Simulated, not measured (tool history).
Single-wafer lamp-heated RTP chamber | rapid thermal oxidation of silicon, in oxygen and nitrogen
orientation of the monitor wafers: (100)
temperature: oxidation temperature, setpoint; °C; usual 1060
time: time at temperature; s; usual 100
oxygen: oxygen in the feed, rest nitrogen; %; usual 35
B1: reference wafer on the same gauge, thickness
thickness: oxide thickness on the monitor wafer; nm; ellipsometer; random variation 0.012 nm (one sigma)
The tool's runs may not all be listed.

{"run": 1, "hour": 0.0, "temperature": 1060, "time": 67, "oxygen": 35, "B1": 7.37, "thickness": 7.019}
{"run": 2, "hour": 65.8, "temperature": 1060, "time": 67, "oxygen": 35, "B1": 7.369, "thickness": 7.041}
{"run": 3, "hour": 112.0, "temperature": 1060, "time": 67, "oxygen": 35, "B1": 7.37, "thickness": 7.026}
{"run": 4, "hour": 160.7, "temperature": 1060, "time": 100, "oxygen": 35, "B1": 7.366, "thickness": 8.421}
{"run": 5, "hour": 186.0, "temperature": 1060, "time": 100, "oxygen": 35, "B1": 7.371, "thickness": 8.408}
{"run": 6, "hour": 245.7, "temperature": 1060, "time": 100, "oxygen": 35, "B1": 7.371, "thickness": 8.405}
{"hour": 297.0, "done": "pyrometer window cleaned and pyrometer calibrated"}
{"hour": 348.6, "done": "gauge calibrated"}
{"hour": 383.9, "done": "oxygen flow controller replaced"}
{"run": 7, "hour": 439.6, "temperature": 1060, "time": 100, "oxygen": 35, "B1": 7.369, "thickness": 8.34}
{"run": 8, "hour": 502.6, "temperature": 1060, "time": 100, "oxygen": 35, "B1": 7.37, "thickness": 8.362}
{"run": 9, "hour": 529.5, "temperature": 1089, "time": 100, "oxygen": 17, "B1": 7.372, "thickness": 7.839}
{"run": 10, "hour": 579.3, "temperature": 1060, "time": 82, "oxygen": 62, "B1": 7.37, "thickness": 9.381}
{"run": 11, "hour": 607.5, "temperature": 1060, "time": 100, "oxygen": 35, "B1": 7.369, "thickness": 8.369}
{"run": 12, "hour": 659.2, "temperature": 1060, "time": 67, "oxygen": 35, "B1": 7.373, "thickness": 7.026}
{"run": 13, "hour": 703.5, "temperature": 1060, "time": 100, "oxygen": 17, "B1": 7.371, "thickness": 6.539}
{"run": 14, "hour": 848.2, "temperature": 1069, "time": 100, "oxygen": 35, "B1": 7.371, "thickness": 8.906}

Forecast each of these 5 alternatives for the next run:
{"run": "A", "hour": 848.6, "temperature": 1060, "time": 100, "oxygen": 35, "B1": "?", "thickness": "?"}
{"run": "B", "hour": 848.6, "temperature": 1033, "time": 140, "oxygen": 35, "B1": "?", "thickness": "?"}
{"run": "C", "hour": 848.6, "temperature": 1085, "time": 68, "oxygen": 35, "B1": "?", "thickness": "?"}
{"run": "D", "hour": 848.6, "temperature": 1079, "time": 100, "oxygen": 50, "B1": "?", "thickness": "?"}
{"run": "E", "hour": 848.6, "temperature": 1060, "time": 77, "oxygen": 17, "B1": "?", "thickness": "?"}

run=A B1=7.368 thickness=8.411
run=B B1=7.368 thickness=8.145
run=C B1=7.368 thickness=8.34
run=D B1=7.368 thickness=10.833
run=E B1=7.368 thickness=5.827
Without the tool's hidden state the same runs would have given:
run=A thickness=8.275
run=B thickness=8.008
run=C thickness=8.211
run=D thickness=10.663
run=E thickness=5.736
